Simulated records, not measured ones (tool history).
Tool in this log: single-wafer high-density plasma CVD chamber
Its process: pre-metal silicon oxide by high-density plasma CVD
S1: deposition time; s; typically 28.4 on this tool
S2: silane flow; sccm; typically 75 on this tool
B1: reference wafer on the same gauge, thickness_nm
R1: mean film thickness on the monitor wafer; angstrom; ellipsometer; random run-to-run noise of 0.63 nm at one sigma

{"run": 1, "hour": 0.0, "S1": 28.4, "S2": 75, "B1": 169.193, "R1": 2094.46}
{"run": 2, "hour": 41.6, "S1": 28.4, "S2": 75, "B1": 169.204, "R1": 2093.82}
{"run": 3, "hour": 148.0, "S1": 28.4, "S2": 75, "B1": 169.077, "R1": 2094.36}
{"run": 4, "hour": 188.7, "S1": 26.2, "S2": 71, "B1": 169.06, "R1": 1827.44}
{"run": 5, "hour": 250.1, "S1": 26.2, "S2": 71, "B1": 168.925, "R1": 1834.76}
{"run": 6, "hour": 333.1, "S1": 26.2, "S2": 71, "B1": 168.922, "R1": 1835.37}
{"run": 7, "hour": 436.1, "S1": 28.4, "S2": 75, "B1": 168.809, "R1": 2075.98}
{"run": 8, "hour": 635.9, "S1": 28.4, "S2": 75, "B1": 168.471, "R1": 2076.38}
{"run": 9, "hour": 720.3, "S1": 26.6, "S2": 79, "B1": 168.392, "R1": 2051.7}
{"run": 10, "hour": 787.0, "S1": 26.6, "S2": 79, "B1": 168.235, "R1": 2061.2}
{"run": 11, "hour": 828.0, "S1": 26.6, "S2": 79, "B1": 168.174, "R1": 2061.79}
{"run": 12, "hour": 934.8, "S1": 28.4, "S2": 75, "B1": 168.037, "R1": 2081.1}
{"run": 13, "hour": 1038.9, "S1": 28.4, "S2": 75, "B1": 167.811, "R1": 2076.58}
{"run": 14, "hour": 1126.7, "S1": 28.4, "S2": 75, "B1": 167.644, "R1": 2080.31}
{"run": 15, "hour": 1167.5, "S1": 28.4, "S2": 75, "B1": 167.627, "R1": 2071.3}
{"run": 16, "hour": 1234.1, "S1": 28.4, "S2": 75, "B1": 167.505, "R1": 2065.65}
{"run": 17, "hour": 1323.6, "S1": 28.4, "S2": 75, "B1": 167.301, "R1": 2065.13}
{"run": 18, "hour": 1392.2, "S1": 28.4, "S2": 75, "B1": 167.098, "R1": 2061.12}
{"run": 19, "hour": 1431.2, "S1": 28.4, "S2": 75, "B1": 166.973, "R1": 2064.08}
{"run": 20, "hour": 1493.4, "S1": 28.4, "S2": 75, "B1": 166.922, "R1": 2060.6}
{"run": 21, "hour": 1584.8, "S1": 28.4, "S2": 75, "B1": 166.644, "R1": 2059.7}
{"run": 22, "hour": 1664.9, "S1": 28.4, "S2": 75, "B1": 166.517, "R1": 2064.6}
{"run": 23, "hour": 1748.0, "S1": 28.4, "S2": 83, "B1": 166.285, "R1": 2277.73}
{"hour": 1800.8, "done": "silane flow controller replaced"}
{"run": 24, "hour": 1833.7, "S1": 30, "S2": 65, "B1": 165.998, "R1": 1887.91}
{"run": 25, "hour": 1879.4, "S1": 29.8, "S2": 87, "B1": 165.839, "R1": 2506.09}
{"run": 26, "hour": 1984.1, "S1": 26.7, "S2": 75, "B1": 165.622, "R1": 1915.93}
{"hour": 2011.0, "done": "gauge calibrated"}
{"run": 27, "hour": 2242.6, "S1": 28.4, "S2": 75, "B1": 169.195, "R1": 2089.23}
{"run": 28, "hour": 2320.8, "S1": 32.9, "S2": 79, "B1": 169.103, "R1": 2555.76}
{"run": 29, "hour": 2364.9, "S1": 28.4, "S2": 67, "B1": 169.167, "R1": 1856.39}
{"run": 30, "hour": 2412.7, "S1": 34, "S2": 75, "B1": 169.208, "R1": 2503.91}
{"run": 31, "hour": 2507.1, "S1": 28.4, "S2": 75, "B1": 169.166, "R1": 2105.36}
{"run": 32, "hour": 2564.7, "S1": 32.9, "S2": 82, "B1": 168.964, "R1": 2663.52}
{"run": 33, "hour": 2650.7, "S1": 28.4, "S2": 75, "B1": 169.085, "R1": 2104.84}
{"run": 34, "hour": 2757.4, "S1": 23, "S2": 82, "B1": 168.907, "R1": 1857.69}
{"run": 35, "hour": 2815.5, "S1": 28.4, "S2": 75, "B1": 168.88, "R1": 2086.85}
{"run": 36, "hour": 2861.4, "S1": 25.3, "S2": 75, "B1": 168.961, "R1": 1847.84}
{"run": 37, "hour": 2924.9, "S1": 28.4, "S2": 75, "B1": 168.687, "R1": 2092.82}
{"run": 38, "hour": 2991.1, "S1": 28.4, "S2": 63, "B1": 168.718, "R1": 1743.16}
{"run": 39, "hour": 3093.5, "S1": 32.4, "S2": 75, "B1": 168.558, "R1": 2387.78}
{"run": 40, "hour": 3184.0, "S1": 24.6, "S2": 79, "B1": 168.481, "R1": 1916.39}
{"run": 41, "hour": 3268.9, "S1": 28.4, "S2": 75, "B1": 168.266, "R1": 2077.18}
{"run": 42, "hour": 3325.5, "S1": 28.4, "S2": 75, "B1": 168.281, "R1": 2086.92}
{"run": 43, "hour": 3388.5, "S1": 25, "S2": 69, "B1": 168.285, "R1": 1688.63}
{"run": 44, "hour": 3476.9, "S1": 26.6, "S2": 75, "B1": 168.185, "R1": 1948.32}
{"run": 45, "hour": 3619.4, "S1": 28.4, "S2": 75, "B1": 167.854, "R1": 2078.43}
{"run": 46, "hour": 3659.8, "S1": 30.8, "S2": 83, "B1": 167.758, "R1": 2487.75}

Here are 4 independent what-if runs from the current tool condition. What would each one return?
{"run": "A", "hour": 3660.2, "S1": 28.4, "S2": 75, "B1": "?", "R1": "?"}
{"run": "B", "hour": 3660.2, "S1": 32.2, "S2": 75, "B1": "?", "R1": "?"}
{"run": "C", "hour": 3660.2, "S1": 28.4, "S2": 68, "B1": "?", "R1": "?"}
{"run": "D", "hour": 3660.2, "S1": 31.7, "S2": 90, "B1": "?", "R1": "?"}

run=A B1=167.747 R1=2071.18
run=B B1=167.747 R1=2348.31
run=C B1=167.747 R1=1877.87
run=D B1=167.747 R1=2774.21
What these runs would have given with no unlogged condition in the tool:
run=A R1=2085.99
run=B R1=2365.1
run=C R1=1891.3
run=D R1=2794.05
